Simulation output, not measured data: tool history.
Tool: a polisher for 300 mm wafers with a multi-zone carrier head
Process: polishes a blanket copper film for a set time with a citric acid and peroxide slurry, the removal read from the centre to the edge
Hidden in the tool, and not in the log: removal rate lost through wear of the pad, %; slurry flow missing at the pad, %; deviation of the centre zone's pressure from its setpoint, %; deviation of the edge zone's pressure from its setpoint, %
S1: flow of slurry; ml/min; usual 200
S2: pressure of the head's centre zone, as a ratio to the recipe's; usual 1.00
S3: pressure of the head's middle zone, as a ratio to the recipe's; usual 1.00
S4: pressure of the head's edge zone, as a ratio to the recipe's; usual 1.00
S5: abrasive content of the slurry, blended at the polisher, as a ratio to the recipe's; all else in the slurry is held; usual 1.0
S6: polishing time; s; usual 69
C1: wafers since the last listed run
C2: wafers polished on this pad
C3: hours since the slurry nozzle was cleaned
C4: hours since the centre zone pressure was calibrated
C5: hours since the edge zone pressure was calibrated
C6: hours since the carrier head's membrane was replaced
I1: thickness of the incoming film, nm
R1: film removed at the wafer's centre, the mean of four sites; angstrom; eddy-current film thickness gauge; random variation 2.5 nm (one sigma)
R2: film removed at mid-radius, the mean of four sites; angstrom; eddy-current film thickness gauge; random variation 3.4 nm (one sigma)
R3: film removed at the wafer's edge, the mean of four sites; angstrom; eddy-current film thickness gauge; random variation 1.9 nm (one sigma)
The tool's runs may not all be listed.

run,hour,S1,S2,S3,S4,S5,S6,C1,C2,C3,C4,C5,C6,I1,R1,R2,R3
1,0.0,200,1.07,1.00,1.00,1.0,69,0,366,423.2,387.6,213.5,480.1,1156.5,2680,2613,2603
2,60.9,200,1.07,1.00,1.00,1.0,69,511,878,484.1,448.5,274.4,541.0,1158.4,2614,2583,2586
# hour 104.2: centre zone pressure recalibrated
# hour 118.3: slurry nozzle cleaned
3,121.0,200,0.92,1.00,1.00,1.0,69,479,1358,2.7,16.8,334.5,601.1,1136.2,2322,2616,2600
4,187.8,200,0.92,1.00,1.00,1.0,69,561,1919,69.5,83.6,401.3,667.9,1154.0,2255,2560,2531
5,256.1,200,1.00,1.00,1.08,1.0,69,573,2493,137.8,151.9,469.6,736.2,1131.0,2361,2463,2559
6,281.6,200,1.00,1.00,1.00,1.0,69,214,2707,163.3,177.4,495.1,761.7,1142.1,2361,2455,2427
# hour 326.5: carrier head's membrane replaced by a new one
7,327.0,175,1.00,1.00,1.00,1.0,86,339,3047,208.7,222.8,540.5,0.5,1157.0,2760,2953,2941
# hour 334.7: worn pad replaced by a new one
8,508.9,200,1.00,1.00,1.00,1.0,58,1494,1463,390.6,404.7,722.4,182.4,1136.8,2091,2192,2157
# hour 546.0: slurry nozzle cleaned
9,573.5,200,0.96,1.00,1.00,0.8,45,534,1997,27.5,469.3,787.0,247.0,1141.3,1451,1561,1567
# hour 601.8: centre zone pressure recalibrated
10,635.4,220,1.00,1.00,1.00,1.0,69,503,2501,89.4,33.6,848.9,308.9,1142.3,2417,2587,2508
11,676.5,200,1.00,1.00,1.00,1.0,57,345,2846,130.5,74.7,890.0,350.0,1130.3,1929,2015,1995
12,702.4,250,1.00,0.91,1.00,1.0,69,217,3064,156.4,100.6,915.9,375.9,1135.8,2393,2273,2458
# hour 734.6: worn pad replaced by a new one
13,764.0,200,0.90,0.91,1.00,1.1,92,484,246,218.0,162.2,977.5,437.5,1152.7,3172,3465,3605
# hour 794.6: edge zone pressure recalibrated
14,816.4,200,1.00,1.00,1.00,1.0,45,423,670,270.4,214.6,21.8,489.9,1135.5,1639,1696,1701
15,868.0,200,1.00,1.00,1.00,1.1,69,433,1104,322.0,266.2,73.4,541.5,1139.4,2556,2739,2661
# hour 969.5: slurry nozzle cleaned
16,1044.8,200,1.00,1.00,1.00,1.0,69,1477,2581,75.3,443.0,250.2,718.3,1131.5,2384,2503,2451
# hour 1069.3: worn pad replaced by a new one
17,1075.2,200,1.00,1.00,1.00,1.0,69,221,49,105.7,473.4,280.6,748.7,1150.9,2522,2696,2653
# hour 1082.6: centre zone pressure recalibrated
# hour 1087.3: carrier head's membrane replaced by a new one
18,1137.0,235,1.00,1.00,1.00,1.0,62,463,512,167.5,54.4,342.4,49.7,1116.3,2353,2478,2400
19,1192.0,200,1.00,1.00,1.00,1.0,57,462,974,222.5,109.4,397.4,104.7,1132.2,2112,2187,2170
20,1220.6,200,1.00,1.00,1.00,1.0,69,240,1214,251.1,138.0,426.0,133.3,1122.4,2458,2686,2623

5 ways to go on from here, each from the tool as it stands after run 20. What would each give?
A,1221.1,200,1.00,1.08,1.00,1.0,69,4,1219,251.6,138.5,426.5,133.8,1160.4,?,?,?
B,1221.1,200,0.93,1.00,1.00,1.0,69,4,1219,251.6,138.5,426.5,133.8,1160.4,?,?,?
C,1221.1,200,1.04,0.94,1.00,1.0,69,4,1219,251.6,138.5,426.5,133.8,1160.4,?,?,?
D,1221.1,200,1.00,1.00,0.90,1.0,69,4,1219,251.6,138.5,426.5,133.8,1160.4,?,?,?
E,1221.1,200,1.09,0.91,1.00,1.0,69,4,1219,251.6,138.5,426.5,133.8,1160.4,?,?,?

run,R1,R2,R3
A,2499,2790,2620
B,2357,2642,2622
C,2577,2530,2624
D,2497,2642,2496
E,2677,2473,2625
Without the tool's hidden state the same runs would have given:
run,R1,R2,R3
A,2541,2838,2665
B,2397,2688,2667
C,2621,2573,2669
D,2540,2687,2538
E,2723,2516,2670
